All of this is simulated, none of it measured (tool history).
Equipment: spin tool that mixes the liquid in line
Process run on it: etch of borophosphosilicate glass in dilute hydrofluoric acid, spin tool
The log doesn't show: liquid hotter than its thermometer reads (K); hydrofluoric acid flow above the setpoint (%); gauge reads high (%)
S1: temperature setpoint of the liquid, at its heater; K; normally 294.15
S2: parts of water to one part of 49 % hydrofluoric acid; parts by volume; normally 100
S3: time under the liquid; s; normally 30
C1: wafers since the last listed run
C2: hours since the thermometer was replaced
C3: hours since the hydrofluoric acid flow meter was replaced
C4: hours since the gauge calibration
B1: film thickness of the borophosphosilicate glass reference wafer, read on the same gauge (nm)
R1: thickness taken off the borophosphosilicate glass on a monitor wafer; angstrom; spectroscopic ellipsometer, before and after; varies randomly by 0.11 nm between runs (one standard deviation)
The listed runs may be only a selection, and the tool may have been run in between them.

run    hour      S1   S2  S3    C1      C2     C3      C4     B1     R1
  1       0  290.15  100  30     0  1033.7  408.2  1261.1  79.99  191.1
  2    45.5  290.15  100  30   578  1079.2  453.7  1306.6  80.01  190.9
  3    82.8  294.15  100  30   473  1116.5    491  1343.9     80  225.6
        128  -- hydrofluoric acid flow meter replaced
  4   143.5  294.15  100  30   758  1177.2   15.5  1404.6  80.02  217.8
  5   182.5  294.15  100  30   495  1216.2   54.5  1443.6  79.98  219.4
  6   208.7  294.15  100  30   332  1242.4   80.7  1469.8  79.98  220.9
      237.6  -- thermometer replaced
  7   238.1  294.15  100  30   360     0.5  110.1  1499.2     80    221
  8   285.7  294.15  100  20   604    48.1  157.7  1546.8     80    147
  9   357.2  296.65   60  30   908   119.6  229.2  1618.3  79.99  430.2
 10   400.3  292.15  100  40   547   162.7  272.3  1661.4  79.98  272.7
 11   446.1  290.15  120  40   581   208.5  318.1  1707.2  80.01  205.6
 12   497.2  290.15  100  25   649   259.6  369.2  1758.3     80  157.4
 13   533.8  294.15  145  30   465   296.2  405.8  1794.9     80  146.4
      561.1  -- hydrofluoric acid flow meter replaced
 14   601.7  294.15  125  30   849   364.1   40.6  1862.8  79.97  172.4
 15   630.5  290.15  135  45   365   392.9   69.4  1891.6     80    200
 16     744  290.65   60  40  1442   506.4  182.9  2005.1     80  443.3
 17     788  294.15  100  30   559   550.4  226.9  2049.1  80.01  221.8
 18   818.9  296.15  100  30   392   581.3  257.8    2080  80.01  241.5
 19   863.6  294.15  100  25   567     626  302.5  2124.7  80.01  187.7
 20   887.7  294.15  100  30   306   650.1  326.6  2148.8  80.01  223.2
      907.8  -- gauge calibrated
 21   951.9  294.15   70  15   815   714.3  390.8    44.1  79.99  166.3
       1083  -- hydrofluoric acid flow meter replaced
 22    1138  296.15  100  30  2351   900.4     55   230.2     80    241
 23  1183.4  294.15  100  30   576   945.8  100.4   275.6  79.99  221.4
 24  1241.3  292.15  120  30   735  1003.7  158.3   333.5  79.98  165.8
 25  1284.7  294.15  140  30   551  1047.1  201.7   376.9     80  152.8
 26  1327.2  294.15  135  30   539  1089.6  244.2   419.4  79.99  159.6
 27  1362.7  290.15  115  15   451  1125.1  279.7   454.9  79.99   81.7
 28  1433.5  294.15  100  30   899  1195.9  350.5   525.7  80.03  223.2
 29  1465.9  294.15  100  45   411  1228.3  382.9   558.1  79.99  335.6
 30    1507  292.15  100  30   522  1269.4    424   599.2  79.98  206.1
     1588.2  -- hydrofluoric acid flow meter replaced
     1597.2  -- thermometer replaced
 31  1637.6  297.15   80  15  1633    40.4   49.4   729.8  79.99  159.1

Below, some changes in R1 between adjacent runs. For each, the amount present without the hidden state too (settings, incoming material, random variation) and the amount remaining for the hidden state with gauge scatter not shared by both compared results:
Run 3 -> 4: hydrofluoric acid flow meter replaced. R1 -7.8 angstrom: hidden state -6.8, all else -1.
Run 8 -> 9: S1 294.15 -> 296.65, S2 100 -> 60, S3 20 -> 30. R1 +283.2 angstrom: hidden state +4.8, all else +278.4.
Run 15 -> 16: S1 290.15 -> 290.65, S2 135 -> 60, S3 45 -> 40. R1 +243.3 angstrom: hidden state +4.5, all else +238.8.
Run 16 -> 17: S1 290.65 -> 294.15, S2 60 -> 100, S3 40 -> 30. R1 -221.5 angstrom: hidden state -2.2, all else -219.3.
Run 30 -> 31: S1 292.15 -> 297.15, S2 100 -> 80, S3 30 -> 15, hydrofluoric acid flow meter replaced, thermometer replaced. R1 -47 angstrom: hidden state -5.8, all else -41.2.

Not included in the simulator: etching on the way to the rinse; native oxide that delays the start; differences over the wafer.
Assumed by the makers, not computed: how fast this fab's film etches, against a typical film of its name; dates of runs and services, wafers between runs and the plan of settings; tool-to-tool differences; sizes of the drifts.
